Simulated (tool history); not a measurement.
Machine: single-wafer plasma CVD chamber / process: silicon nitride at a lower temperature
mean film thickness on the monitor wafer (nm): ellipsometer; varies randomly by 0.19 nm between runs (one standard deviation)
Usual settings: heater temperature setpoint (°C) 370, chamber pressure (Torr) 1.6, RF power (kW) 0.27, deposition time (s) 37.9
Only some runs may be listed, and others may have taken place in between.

run,day,heater temperature setpoint (°C),chamber pressure (Torr),RF power (kW),deposition time (s),wafers since the last listed run,hours since the last thermocouple change,hours since the last RF generator calibration,hours since the last manometer calibration,hours since the showerhead was replaced,hours since the gauge calibration,"read-back reference wafer on the same gauge, thickness_nm",mean film thickness on the monitor wafer (nm)
1,0,370,1.78,0.27,37.9,0,2463.9,1794.6,495.7,5429.1,521.9,42.878,44.738
2,0.7,370,1.88,0.27,37.9,376,2480.7,1811.4,512.5,5445.9,538.7,42.923,45.238
3,1.429,370,1.6,0.27,37.9,392,2498.2,1828.9,530,5463.4,556.2,42.9,43.336
4,2.329,370,1.6,0.27,37.9,484,2519.8,1850.5,551.6,5485,577.8,42.918,43.361
5,3.675,370,1.6,0.27,37.9,724,2552.1,1882.8,583.9,5517.3,610.1,42.863,43.368
6,4.771,370,1.6,0.27,41.1,589,2578.4,1909.1,610.2,5543.6,636.4,42.874,47.023
7,5.317,370,1.6,0.27,39.7,293,2591.5,1922.2,623.3,5556.7,649.5,42.877,45.545
8,6.75,370,1.6,0.27,37.9,771,2625.9,1956.6,657.7,5591.1,683.9,42.912,43.255
# day 8.208: RF generator calibrated
9,8.229,370,1.6,0.27,37.9,616,2661.4,0.5,693.2,5626.6,719.4,42.873,43.598
10,9.3,370,1.6,0.27,37.9,576,2687.1,26.2,718.9,5652.3,745.1,42.924,43.389
11,10.692,370,1.6,0.27,37.9,748,2720.5,59.6,752.3,5685.7,778.5,42.858,43.449
12,11.942,370,1.6,0.27,37.9,672,2750.5,89.6,782.3,5715.7,808.5,42.889,43.357
# day 12.446: showerhead replaced
13,12.925,379,1.6,0.27,37.9,349,2774.1,113.2,805.9,11.5,832.1,42.848,43.164
# day 14.012: thermocouple changed; heater temperature recalibrated
14,14.033,370,1.6,0.27,34.1,417,0.5,139.8,832.5,38.1,858.7,42.925,39.047
# day 14.392: gauge calibrated
15,14.804,359,1.6,0.27,37.9,414,19,158.3,851,56.6,9.9,42.865,43.92
16,18.862,381,1.81,0.27,37.9,2183,116.4,255.7,948.4,154,107.3,42.861,44.803
17,19.412,370,1.6,0.27,35,295,129.6,268.9,961.6,167.2,120.5,42.952,40.174
18,20.238,383,1.23,0.27,37.9,443,149.4,288.7,981.4,187,140.3,42.911,40.343
19,21.167,359,1.85,0.285,34.7,500,171.7,311,1003.7,209.3,162.6,42.916,42.651
20,22.121,370,1.6,0.27,40.5,513,194.6,333.9,1026.6,232.2,185.5,42.921,46.341
# day 23.258: capacitance manometer re-zeroed and calibrated
21,23.279,365,1.6,0.27,37.9,443,222.4,361.7,0.5,260,213.3,42.929,43.701
22,23.729,370,1.6,0.3,45.2,242,233.2,372.5,11.3,270.8,224.1,42.856,55.496
23,24.254,370,1.6,0.27,37.9,282,245.8,385.1,23.9,283.4,236.7,42.915,43.614
24,25.667,384,1.6,0.225,37.9,760,279.7,419,57.8,317.3,270.6,42.883,38.337
25,26.392,381,1.21,0.23,43.7,390,297.1,436.4,75.2,334.7,288,42.907,41.611
26,27.042,370,1.6,0.27,37.9,349,312.7,452,90.8,350.3,303.6,42.923,43.583
27,27.929,381,1.21,0.23,43.7,477,334,473.3,112.1,371.6,324.9,42.921,41.831
28,28.579,370,1.71,0.23,30.8,349,349.6,488.9,127.7,387.2,340.5,42.872,32.139
29,29.525,370,1.6,0.27,31,508,372.3,511.6,150.4,409.9,363.2,42.88,35.622

Hidden state, per run?
wafer temperature above the value expected at the setpoint (K): 0 at every run
delivered RF power above the setpoint (%): 0 at every run
true pressure above the setpoint (%): 0 at every run
gauge reads high (%): 0 at every run
